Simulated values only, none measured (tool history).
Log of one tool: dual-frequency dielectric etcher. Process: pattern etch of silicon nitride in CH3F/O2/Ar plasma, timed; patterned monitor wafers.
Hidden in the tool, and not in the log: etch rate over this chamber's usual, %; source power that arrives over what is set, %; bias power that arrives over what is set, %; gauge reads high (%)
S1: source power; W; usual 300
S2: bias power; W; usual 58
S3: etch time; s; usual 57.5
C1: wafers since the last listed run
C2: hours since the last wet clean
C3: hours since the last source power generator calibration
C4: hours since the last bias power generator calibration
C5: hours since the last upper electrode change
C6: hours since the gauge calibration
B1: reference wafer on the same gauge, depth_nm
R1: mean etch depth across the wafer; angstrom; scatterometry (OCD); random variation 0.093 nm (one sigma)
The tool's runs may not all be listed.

run 1 day=0 | S1=300 S2=65 S3=57.5 | C1=0 C2=272.9 C3=5405 C4=3183.7 C5=1773.5 C6=646.8 | B1=36.01 | R1=324.6
run 2 day=0.612 | S1=300 S2=65 S3=57.5 | C1=233 C2=287.6 C3=5419.7 C4=3198.4 C5=1788.2 C6=661.5 | B1=35.93 | R1=325.3
run 3 day=1.358 | S1=300 S2=58 S3=57.5 | C1=284 C2=305.5 C3=5437.6 C4=3216.3 C5=1806.1 C6=679.4 | B1=36.01 | R1=313.8
run 4 day=1.954 | S1=300 S2=58 S3=57.5 | C1=227 C2=319.8 C3=5451.9 C4=3230.6 C5=1820.4 C6=693.7 | B1=36.05 | R1=314
run 5 day=2.567 | S1=300 S2=51 S3=57.5 | C1=233 C2=334.5 C3=5466.6 C4=3245.3 C5=1835.1 C6=708.4 | B1=36.02 | R1=297.3
-- day=2.683 gauge calibrated
run 6 day=3.275 | S1=300 S2=51 S3=57.5 | C1=270 C2=351.5 C3=5483.6 C4=3262.3 C5=1852.1 C6=14.2 | B1=36.01 | R1=297
run 7 day=3.579 | S1=300 S2=51 S3=57.5 | C1=116 C2=358.8 C3=5490.9 C4=3269.6 C5=1859.4 C6=21.5 | B1=35.99 | R1=298.7
run 8 day=4.158 | S1=220 S2=64 S3=57.5 | C1=221 C2=372.7 C3=5504.8 C4=3283.5 C5=1873.3 C6=35.4 | B1=36 | R1=279.5
-- day=5.679 wet clean of the chamber
run 9 day=5.7 | S1=300 S2=66 S3=57.5 | C1=206 C2=0.5 C3=5541.8 C4=3320.5 C5=1910.3 C6=72.4 | B1=36.03 | R1=324.2
run 10 day=6.275 | S1=300 S2=58 S3=57.5 | C1=219 C2=14.3 C3=5555.6 C4=3334.3 C5=1924.1 C6=86.2 | B1=36 | R1=306.8
run 11 day=6.846 | S1=340 S2=49 S3=70 | C1=217 C2=28 C3=5569.3 C4=3348 C5=1937.8 C6=99.9 | B1=36.02 | R1=373.9
-- day=7.233 source power generator calibrated
run 12 day=7.254 | S1=300 S2=58 S3=57.5 | C1=92 C2=37.8 C3=0.5 C4=3357.8 C5=1947.6 C6=109.7 | B1=36.01 | R1=310
run 13 day=7.808 | S1=300 S2=52 S3=43 | C1=211 C2=51.1 C3=13.8 C4=3371.1 C5=1960.9 C6=123 | B1=35.98 | R1=221.6
run 14 day=8.221 | S1=300 S2=58 S3=70.5 | C1=157 C2=61 C3=23.7 C4=3381 C5=1970.8 C6=132.9 | B1=35.98 | R1=379.9
run 15 day=8.583 | S1=300 S2=58 S3=53 | C1=138 C2=69.7 C3=32.4 C4=3389.7 C5=1979.5 C6=141.6 | B1=36.02 | R1=285.1
-- day=10.162 bias power generator calibrated
run 16 day=10.383 | S1=300 S2=55 S3=57.5 | C1=623 C2=112.9 C3=75.6 C4=5.3 C5=2022.7 C6=184.8 | B1=35.99 | R1=304.3
run 17 day=11.067 | S1=300 S2=58 S3=53 | C1=260 C2=129.3 C3=92 C4=21.7 C5=2039.1 C6=201.2 | B1=35.97 | R1=285.6
run 18 day=11.633 | S1=300 S2=58 S3=57.5 | C1=216 C2=142.9 C3=105.6 C4=35.3 C5=2052.7 C6=214.8 | B1=35.98 | R1=311.5
-- day=12.779 upper electrode replaced
run 19 day=12.8 | S1=360 S2=63 S3=46 | C1=63 C2=170.9 C3=133.6 C4=63.3 C5=0.5 C6=242.8 | B1=36.03 | R1=280.4
run 20 day=12.858 | S1=360 S2=54 S3=44.5 | C1=22 C2=172.3 C3=135 C4=64.7 C5=1.9 C6=244.2 | B1=35.99 | R1=254.9
run 21 day=13.371 | S1=280 S2=54 S3=63.5 | C1=195 C2=184.6 C3=147.3 C4=77 C5=14.2 C6=256.5 | B1=36.05 | R1=325.6
run 22 day=13.912 | S1=300 S2=58 S3=57.5 | C1=206 C2=197.6 C3=160.3 C4=90 C5=27.2 C6=269.5 | B1=36 | R1=309.6
run 23 day=14.412 | S1=230 S2=72 S3=71.5 | C1=190 C2=209.6 C3=172.3 C4=102 C5=39.2 C6=281.5 | B1=36.02 | R1=371.2
run 24 day=14.871 | S1=300 S2=72 S3=57.5 | C1=175 C2=220.6 C3=183.3 C4=113 C5=50.2 C6=292.5 | B1=36.02 | R1=337.7
run 25 day=15.617 | S1=360 S2=58 S3=53 | C1=284 C2=238.5 C3=201.2 C4=130.9 C5=68.1 C6=310.4 | B1=35.97 | R1=312.2
run 26 day=16.158 | S1=300 S2=51 S3=57.5 | C1=206 C2=251.5 C3=214.2 C4=143.9 C5=81.1 C6=323.4 | B1=36 | R1=295.1
run 27 day=16.596 | S1=240 S2=58 S3=43 | C1=167 C2=262 C3=224.7 C4=154.4 C5=91.6 C6=333.9 | B1=36.03 | R1=209.9
run 28 day=17.033 | S1=240 S2=44 S3=42.5 | C1=167 C2=272.5 C3=235.2 C4=164.9 C5=102.1 C6=344.4 | B1=36.03 | R1=184.4
run 29 day=17.479 | S1=350 S2=58 S3=49 | C1=170 C2=283.2 C3=245.9 C4=175.6 C5=112.8 C6=355.1 | B1=36.01 | R1=285.8
run 30 day=17.904 | S1=230 S2=58 S3=57.5 | C1=162 C2=293.4 C3=256.1 C4=185.8 C5=123 C6=365.3 | B1=36 | R1=273.3

The next listed run, before its measurement:
run 31 day=18.375 | S1=240 S2=53 S3=57.5 | C1=179 C2=304.7 C3=267.4 C4=197.1 C5=134.3 C6=376.6 | B1=? | R1=?

{"run 31": {"B1": 36.01, "R1": 269.2}}
Without the tool's hidden state the same run would have given R1 264.5 angstrom.
